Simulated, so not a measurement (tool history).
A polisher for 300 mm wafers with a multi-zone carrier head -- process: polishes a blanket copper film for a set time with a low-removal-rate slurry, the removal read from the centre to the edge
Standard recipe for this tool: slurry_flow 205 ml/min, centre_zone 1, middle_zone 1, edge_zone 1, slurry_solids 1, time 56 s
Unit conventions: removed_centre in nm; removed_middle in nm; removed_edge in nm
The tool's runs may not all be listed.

| run | hour | slurry_flow | centre_zone | middle_zone | edge_zone | slurry_solids | time | incoming thickness of the incoming film, nm | removed_centre | removed_middle | removed_edge |
|---|---|---|---|---|---|---|---|---|---|---|---|
| 1 | 0 | 205 | 1 | 1.08 | 1 | 1.3 | 45 | 680.5 | 125.7 | 132.3 | 126.5 |
| 2 | 33 | 250 | 1 | 1 | 1 | 1 | 56 | 677.1 | 154.9 | 156.6 | 163.2 |
| 3 | 63.3 | 205 | 1 | 1 | 1 | 1 | 56 | 685.1 | 143.1 | 145.5 | 156.1 |
| 4 | 93.6 | 205 | 1 | 1 | 1 | 0.75 | 56 | 688.4 | 134.4 | 138.9 | 147.3 |
|  | 96.3 | edge zone pressure recalibrated |
| 5 | 106.5 | 180 | 1 | 1 | 1 | 1 | 38 | 681.9 | 88.4 | 92.5 | 100.1 |
|  | 107.9 | slurry nozzle cleaned |
|  | 113 | carrier head's membrane replaced by a new one |
| 6 | 131.7 | 135 | 1 | 1 | 1 | 1 | 56 | 689.3 | 148.1 | 153.1 | 155.6 |
| 7 | 155.1 | 230 | 0.91 | 1.08 | 1 | 1 | 62 | 669.7 | 170.7 | 199.9 | 187.8 |
|  | 162.3 | centre zone pressure recalibrated |
| 8 | 185.7 | 205 | 1 | 1 | 1 | 1 | 56 | 684.6 | 164.8 | 162.7 | 166.8 |
|  | 202.9 | worn pad replaced by a new one, of another model than before |
| 9 | 203.4 | 205 | 1 | 1 | 1 | 1 | 56 | 686.2 | 158 | 164 | 166.5 |
| 10 | 241.8 | 205 | 1.07 | 1 | 1.07 | 1 | 56 | 683.6 | 168.7 | 158.7 | 168.2 |
| 11 | 257.5 | 205 | 1 | 1 | 1 | 1 | 56 | 676 | 160.3 | 158.3 | 161.3 |
| 12 | 291.1 | 170 | 1 | 1 | 1 | 1 | 56 | 673.9 | 144 | 148 | 153.4 |
| 13 | 321 | 205 | 1 | 1 | 1 | 1 | 56 | 691.8 | 153.6 | 156.6 | 159.7 |
| 14 | 341 | 205 | 1 | 0.97 | 1.06 | 1 | 50 | 673.5 | 137.5 | 135.2 | 146.6 |
| 15 | 356.3 | 205 | 1 | 1 | 1 | 1 | 70 | 675.8 | 191.6 | 194 | 198.6 |
| 16 | 369.9 | 205 | 1.11 | 1 | 1 | 1 | 56 | 675.2 | 165.3 | 153.9 | 161.2 |
| 17 | 385.8 | 205 | 0.9 | 1 | 1 | 1 | 56 | 685.9 | 132.8 | 152.1 | 157.4 |
|  | 396.7 | worn pad replaced by a new one |
| 18 | 407.4 | 205 | 1 | 1.07 | 1 | 1 | 49 | 675.8 | 129 | 138.5 | 137.3 |
| 19 | 423 | 205 | 1 | 1 | 1 | 1 | 56 | 672.7 | 143.4 | 147.4 | 155.3 |
| 20 | 447.8 | 205 | 1 | 1.05 | 1 | 1 | 56 | 690.1 | 143.1 | 151.5 | 151.9 |

Expected results for the next run?
| 21 | 483.7 | 205 | 1 | 1 | 1 | 1 | 56 | 682.2 | ? | ? | ? |

removed_centre: 139.8 nm
removed_middle: 141.6 nm
removed_edge: 151.4 nm
Were there no unlogged condition in the tool, this run, its random variation unchanged, would have produced removed_centre 167.8 nm, removed_middle 166.4 nm, removed_edge 169.8 nm.

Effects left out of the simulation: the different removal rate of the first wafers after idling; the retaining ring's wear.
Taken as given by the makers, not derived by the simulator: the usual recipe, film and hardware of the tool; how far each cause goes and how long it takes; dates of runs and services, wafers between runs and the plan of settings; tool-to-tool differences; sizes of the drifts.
